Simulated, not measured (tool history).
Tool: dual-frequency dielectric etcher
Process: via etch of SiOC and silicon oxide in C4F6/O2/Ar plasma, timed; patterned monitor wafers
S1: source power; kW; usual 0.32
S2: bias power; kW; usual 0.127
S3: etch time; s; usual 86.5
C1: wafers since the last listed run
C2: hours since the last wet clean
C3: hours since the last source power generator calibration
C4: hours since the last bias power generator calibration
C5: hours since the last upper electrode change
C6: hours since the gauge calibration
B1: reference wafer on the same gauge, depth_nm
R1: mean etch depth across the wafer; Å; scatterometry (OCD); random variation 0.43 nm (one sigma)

run 1 day=0 | S1=0.27 S2=0.127 S3=86.5 | C1=0 C2=533.6 C3=1196.7 C4=3167.6 C5=4146.2 C6=1296.7 | B1=72.7 | R1=754
run 2 day=2.442 | S1=0.27 S2=0.127 S3=86.5 | C1=417 C2=592.2 C3=1255.3 C4=3226.2 C5=4204.8 C6=1355.3 | B1=72.6 | R1=752
-- day=3.554 wet clean of the chamber
run 3 day=5.033 | S1=0.3 S2=0.127 S3=77.5 | C1=271 C2=35.5 C3=1317.5 C4=3288.4 C5=4267 C6=1417.5 | B1=72.5 | R1=703
run 4 day=7.25 | S1=0.3 S2=0.127 S3=77.5 | C1=378 C2=88.7 C3=1370.7 C4=3341.6 C5=4320.2 C6=1470.7 | B1=72.7 | R1=696
run 5 day=11.625 | S1=0.3 S2=0.127 S3=77.5 | C1=747 C2=193.7 C3=1475.7 C4=3446.6 C5=4425.2 C6=1575.7 | B1=72.6 | R1=701
run 6 day=15.362 | S1=0.32 S2=0.127 S3=86.5 | C1=638 C2=283.4 C3=1565.4 C4=3536.3 C5=4514.9 C6=1665.4 | B1=72.6 | R1=801
run 7 day=17.438 | S1=0.32 S2=0.127 S3=86.5 | C1=354 C2=333.2 C3=1615.2 C4=3586.1 C5=4564.7 C6=1715.2 | B1=72.8 | R1=801
-- day=20.117 gauge calibrated
run 8 day=20.167 | S1=0.36 S2=0.152 S3=86.5 | C1=466 C2=398.7 C3=1680.7 C4=3651.6 C5=4630.2 C6=1.2 | B1=72.6 | R1=870
run 9 day=21.683 | S1=0.36 S2=0.152 S3=86.5 | C1=259 C2=435.1 C3=1717.1 C4=3688 C5=4666.6 C6=37.6 | B1=72.5 | R1=878
-- day=25.038 wet clean of the chamber
run 10 day=25.108 | S1=0.32 S2=0.127 S3=86.5 | C1=414 C2=1.7 C3=1799.3 C4=3770.2 C5=4748.8 C6=119.8 | B1=72.5 | R1=800
run 11 day=29.108 | S1=0.32 S2=0.127 S3=86.5 | C1=683 C2=97.7 C3=1895.3 C4=3866.2 C5=4844.8 C6=215.8 | B1=72.5 | R1=799
run 12 day=33.112 | S1=0.32 S2=0.127 S3=86.5 | C1=683 C2=193.8 C3=1991.4 C4=3962.3 C5=4940.9 C6=311.9 | B1=72.5 | R1=794
run 13 day=36.104 | S1=0.32 S2=0.099 S3=75 | C1=510 C2=265.6 C3=2063.2 C4=4034.1 C5=5012.7 C6=383.7 | B1=72.5 | R1=645
run 14 day=40.542 | S1=0.28 S2=0.143 S3=86.5 | C1=757 C2=372.1 C3=2169.7 C4=4140.6 C5=5119.2 C6=490.2 | B1=72.5 | R1=782
-- day=45.95 wet clean of the chamber
run 15 day=45.971 | S1=0.27 S2=0.107 S3=111.5 | C1=756 C2=0.5 C3=2300 C4=4270.9 C5=5249.5 C6=620.5 | B1=72.6 | R1=932
run 16 day=49.783 | S1=0.26 S2=0.154 S3=74 | C1=651 C2=92 C3=2391.5 C4=4362.4 C5=5341 C6=712 | B1=72.7 | R1=669
run 17 day=51.696 | S1=0.32 S2=0.127 S3=86.5 | C1=326 C2=137.9 C3=2437.4 C4=4408.3 C5=5386.9 C6=757.9 | B1=72.6 | R1=802
run 18 day=54.471 | S1=0.32 S2=0.127 S3=86.5 | C1=473 C2=204.5 C3=2504 C4=4474.9 C5=5453.5 C6=824.5 | B1=72.4 | R1=804
-- day=56.329 bias power generator calibrated
run 19 day=57.967 | S1=0.3 S2=0.127 S3=77.5 | C1=568 C2=288.4 C3=2587.9 C4=39.3 C5=5537.4 C6=908.4 | B1=72.7 | R1=696
-- day=59.575 upper electrode replaced
run 20 day=61.742 | S1=0.32 S2=0.154 S3=86.5 | C1=473 C2=379 C3=2678.5 C4=129.9 C5=52 C6=999 | B1=72.6 | R1=838
run 21 day=64.108 | S1=0.36 S2=0.111 S3=64.5 | C1=404 C2=435.8 C3=2735.3 C4=186.7 C5=108.8 C6=1055.8 | B1=72.6 | R1=604
run 22 day=65.771 | S1=0.32 S2=0.127 S3=106.5 | C1=283 C2=475.7 C3=2775.2 C4=226.6 C5=148.7 C6=1095.7 | B1=72.7 | R1=980
-- day=67.258 wet clean of the chamber
run 23 day=68.871 | S1=0.29 S2=0.152 S3=99.5 | C1=358 C2=38.7 C3=2849.6 C4=301 C5=223.1 C6=1170.1 | B1=72.5 | R1=924
run 24 day=71.158 | S1=0.32 S2=0.127 S3=86.5 | C1=390 C2=93.6 C3=2904.5 C4=355.9 C5=278 C6=1225 | B1=72.6 | R1=797
-- day=72.25 source power generator calibrated
run 25 day=75.371 | S1=0.35 S2=0.159 S3=68 | C1=691 C2=194.7 C3=74.9 C4=457 C5=379.1 C6=1326.1 | B1=72.8 | R1=681
run 26 day=78.95 | S1=0.32 S2=0.15 S3=86.5 | C1=611 C2=280.6 C3=160.8 C4=542.9 C5=465 C6=1412 | B1=72.5 | R1=828
run 27 day=82.033 | S1=0.32 S2=0.127 S3=109 | C1=526 C2=354.6 C3=234.8 C4=616.9 C5=539 C6=1486 | B1=72.7 | R1=1013
-- day=88.125 wet clean of the chamber
run 28 day=93.679 | S1=0.25 S2=0.135 S3=112 | C1=1818 C2=133.3 C3=514.3 C4=896.4 C5=818.5 C6=1765.5 | B1=72.5 | R1=967
run 29 day=96.717 | S1=0.32 S2=0.127 S3=86.5 | C1=518 C2=206.2 C3=587.2 C4=969.3 C5=891.4 C6=1838.4 | B1=72.5 | R1=802
run 30 day=100.608 | S1=0.28 S2=0.135 S3=86.5 | C1=664 C2=299.6 C3=680.6 C4=1062.7 C5=984.8 C6=1931.8 | B1=72.6 | R1=778

4 ways to go on from here, each from the tool as it stands after run 30. What would each give?
run A day=100.625 | S1=0.35 S2=0.127 S3=86.5 | C1=2 C2=300 C3=681 C4=1063.1 C5=985.2 C6=1932.2 | B1=? | R1=?
run B day=100.625 | S1=0.36 S2=0.117 S3=109.5 | C1=2 C2=300 C3=681 C4=1063.1 C5=985.2 C6=1932.2 | B1=? | R1=?
run C day=100.625 | S1=0.28 S2=0.127 S3=86.5 | C1=2 C2=300 C3=681 C4=1063.1 C5=985.2 C6=1932.2 | B1=? | R1=?
run D day=100.625 | S1=0.27 S2=0.127 S3=65 | C1=2 C2=300 C3=681 C4=1063.1 C5=985.2 C6=1932.2 | B1=? | R1=?

run=A B1=72.6 R1=831
run=B B1=72.6 R1=1040
run=C B1=72.6 R1=769
run=D B1=72.6 R1=570
Without the tool's hidden state the same runs would have given:
run=A R1=831
run=B R1=1040
run=C R1=769
run=D R1=570

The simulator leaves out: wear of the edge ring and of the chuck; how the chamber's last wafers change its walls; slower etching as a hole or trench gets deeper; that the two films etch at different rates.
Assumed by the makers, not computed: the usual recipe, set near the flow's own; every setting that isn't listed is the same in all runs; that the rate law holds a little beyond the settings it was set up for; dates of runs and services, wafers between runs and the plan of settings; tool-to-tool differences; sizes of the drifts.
